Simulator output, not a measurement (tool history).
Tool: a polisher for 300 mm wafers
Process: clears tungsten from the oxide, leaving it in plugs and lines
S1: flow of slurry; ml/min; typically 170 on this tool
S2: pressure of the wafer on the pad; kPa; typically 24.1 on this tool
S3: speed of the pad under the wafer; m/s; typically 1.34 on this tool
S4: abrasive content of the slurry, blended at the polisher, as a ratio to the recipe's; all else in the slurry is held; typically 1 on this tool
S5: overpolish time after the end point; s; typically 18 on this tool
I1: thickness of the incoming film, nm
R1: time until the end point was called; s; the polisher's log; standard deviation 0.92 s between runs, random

run	hour	S1	S2	S3	S4	S5	I1	R1
1	0	170	24.1	1.34	1	18	493.7	73.2
2	25.1	170	24.1	1.34	1	18	488	74.2
3	42.6	170	26.2	1.34	1	18	490.1	67.2
4	69.8	170	26.2	1.34	1	18	496.2	69.6
# hour 86.4: slurry blender recalibrated
5	86.9	170	26.2	1.34	1	18	496.3	68.9
# hour 130.5: slurry tank refilled with fresh slurry and peroxide
6	131.4	170	24.1	1.34	1	18	499.1	74.5
# hour 148.3: worn pad replaced by a new one
7	159.7	150	28.3	1.58	1	10	494.9	55.5
8	226.3	170	24.1	1.34	1	18	490.5	73.9
9	251.3	170	24.1	1.34	1	18	488.7	74.9
10	277.9	140	24.1	1.56	1	18	494.9	66.9
11	291.8	170	24.1	1.34	1	13	494.3	74.1
# hour 310.5: slurry tank refilled with fresh slurry and peroxide
12	311	150	24.1	0.96	1.2	18	491.1	104.7
# hour 320.5: slurry blender recalibrated
# hour 326.4: head pressure recalibrated
13	337.5	170	17.2	1.64	1	21	505.4	85.4
# hour 366.9: worn pad replaced by a new one
14	367.4	190	24.1	1.34	1	18	493.3	73.6
15	398.8	155	24.1	1.66	1	18	485.3	60.9
16	434.4	170	17.2	1.14	0.85	18	492.9	121.7
17	462.8	170	24.1	0.92	1.3	18	492.8	104.9
18	491.3	195	30.3	1.08	0.8	18	496.1	77.9
19	506.5	170	24.1	1.56	1	18	489.7	63.4
# hour 539.9: slurry blender recalibrated
20	542	170	24.1	1.04	1	25	493.9	96.6
# hour 549.1: slurry tank refilled with fresh slurry and peroxide
# hour 565.2: worn pad replaced by a new one
21	572.7	170	24.1	1.34	1.2	18	502.5	75.6
22	591.9	170	24.1	1.34	1	18	500.6	77.4
23	605.3	170	24.1	1.34	1	18	497.9	79.7
24	636.7	195	24.1	0.96	1.2	18	493.2	102.5
# hour 651.1: slurry nozzle cleaned
25	664	170	24.1	1.34	0.8	18	486.4	76.5

Branching from run 25: 5 alternative next runs. What would each branch give?
A	664.4	170	20	1.34	1	18	491.2	?
B	664.4	135	29	1.34	0.9	18	491.2	?
C	664.4	170	29	1.1	1.15	14	491.2	?
D	664.4	170	24.1	0.9	1	18	491.2	?
E	664.4	170	24.1	1.34	1	11	491.2	?

run	R1
A	86.9
B	65.7
C	73.4
D	108.9
E	73.1
Had the tool no hidden state, the same runs would have come out as:
run	R1
A	86.7
B	65.5
C	73.3
D	108.6
E	73

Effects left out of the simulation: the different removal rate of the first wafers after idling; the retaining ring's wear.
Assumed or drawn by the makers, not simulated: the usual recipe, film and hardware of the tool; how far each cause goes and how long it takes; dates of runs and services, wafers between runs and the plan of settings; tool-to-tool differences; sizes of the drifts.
